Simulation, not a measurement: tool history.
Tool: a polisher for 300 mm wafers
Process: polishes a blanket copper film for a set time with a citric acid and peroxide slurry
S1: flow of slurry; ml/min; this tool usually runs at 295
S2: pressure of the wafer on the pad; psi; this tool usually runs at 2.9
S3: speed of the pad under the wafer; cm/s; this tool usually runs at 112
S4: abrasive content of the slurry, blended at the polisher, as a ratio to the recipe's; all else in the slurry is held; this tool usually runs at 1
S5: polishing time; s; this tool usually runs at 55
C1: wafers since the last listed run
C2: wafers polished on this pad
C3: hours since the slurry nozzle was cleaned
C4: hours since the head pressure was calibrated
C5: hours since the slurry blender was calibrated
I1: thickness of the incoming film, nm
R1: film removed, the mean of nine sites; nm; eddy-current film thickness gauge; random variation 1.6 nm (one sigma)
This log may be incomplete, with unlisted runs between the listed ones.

run	day	S1	S2	S3	S4	S5	C1	C2	C3	C4	C5	I1	R1
1	0	295	2.9	112	1	55	0	7240	461.3	721.9	474.4	955.2	166.3
# day 0.725: head pressure recalibrated
# day 1.1: slurry blender recalibrated
2	3.225	295	2.9	112	1	55	1208	8448	538.7	60	51	956.7	152.4
3	4.929	295	2.9	112	1	55	673	9121	579.6	100.9	91.9	933	154.1
# day 6.629: worn pad replaced by a new one
4	7.312	295	2.9	112	1	55	875	269	636.8	158.1	149.1	936.2	154.1
# day 10.9: slurry nozzle cleaned
5	19.679	295	2.9	112	1	55	4869	5139	210.7	454.9	445.9	939.8	158.6
6	23.221	370	2.9	112	1	55	1399	6538	295.7	539.9	530.9	948.2	164.3
# day 26.633: slurry blender recalibrated
7	27	295	3.3	112	1	55	1460	7998	386.4	630.6	8.8	949.2	184.4
# day 30.633: worn pad replaced by a new one
# day 31.792: head pressure recalibrated
# day 38.596: slurry nozzle cleaned
8	40.479	295	2.9	86	1	55	5210	3840	45.2	208.5	332.3	958.7	124.7
9	42.008	295	2.9	86	1	55	604	4444	81.9	245.2	369	959.4	126.1
10	45.25	295	2.9	86	1	55	1280	5725	159.7	323	446.8	939.5	127
11	47.404	295	2.9	132	1	55	851	6576	211.4	374.7	498.5	942.6	179.5
# day 50.004: slurry blender recalibrated
12	50.196	295	2.9	132	1	55	1070	7646	278.4	441.7	4.6	962.6	180.7
13	52.612	295	2.9	112	0.95	55	954	8601	336.4	499.7	62.6	933.3	155.7
# day 55.3: worn pad replaced by a new one
14	56.512	295	2.9	112	1	55	1474	479	430	593.3	156.2	951	155.1
# day 56.988: head pressure recalibrated
15	58.475	375	2.9	112	0.85	46	742	1221	477.1	35.7	203.3	954.1	128
16	62.375	295	2.9	112	1	55	1540	2762	570.7	129.3	296.9	941.7	155.5
17	66.179	355	3.9	112	0.85	44	1502	4265	662	220.6	388.2	950.5	162
18	67.904	295	2.9	112	0.9	46	681	4946	703.4	262	429.6	943.1	127.3
19	72.117	295	2.6	112	1.3	55	1664	6611	804.5	363.1	530.7	942.9	155.6
# day 72.95: slurry blender recalibrated
# day 73.433: slurry nozzle cleaned
20	75.125	345	2.5	112	1.1	55	1139	7750	40.6	435.3	52.2	936.5	147.4
# day 79.446: worn pad replaced by a new one
21	79.458	245	3.8	112	1	68	1646	4	144.6	539.3	156.2	942.6	254.4
22	81.604	295	2.9	112	1	55	847	852	196.1	590.8	207.7	940	163.9
# day 81.7: head pressure recalibrated
23	85.15	295	2.9	132	1	55	1367	2220	281.2	82.8	292.8	940.8	172.1
# day 96.212: slurry blender recalibrated
24	98.262	295	2.9	98	1	55	5147	7368	595.9	397.5	49.2	946.2	141.8
# day 99.575: worn pad replaced by a new one
25	99.854	260	2.9	112	0.85	55	562	110	634.1	435.7	87.4	931.9	151.2
26	101.742	220	2.9	92	1	55	745	856	679.4	481	132.7	968.3	133.1
27	104.2	230	2.9	112	1	55	971	1827	738.4	540	191.7	930.6	158.2
28	106.512	210	2.3	112	0.8	71	913	2741	793.9	595.5	247.2	964.4	155.6
29	108.646	295	2.9	112	0.8	55	842	3583	845.1	646.7	298.4	939.3	152.2

5 ways to go on from here, each from the tool as it stands after run 29. What would each give?
A	108.662	295	2.9	112	1	55	6	3590	845.5	647.1	298.8	948.3	?
B	108.662	190	2.9	112	1	55	6	3590	845.5	647.1	298.8	948.3	?
C	108.662	295	2.9	112	1.2	47	6	3590	845.5	647.1	298.8	948.3	?
D	108.662	295	3.8	112	1	55	6	3590	845.5	647.1	298.8	948.3	?
E	108.662	210	2.4	144	1.25	55	6	3590	845.5	647.1	298.8	948.3	?

run	R1
A	165.5
B	159.3
C	147.7
D	213
E	175.3
Had the tool no hidden state, the same runs would have come out as:
run	R1
A	154.4
B	148.6
C	137.7
D	198.6
E	163.5
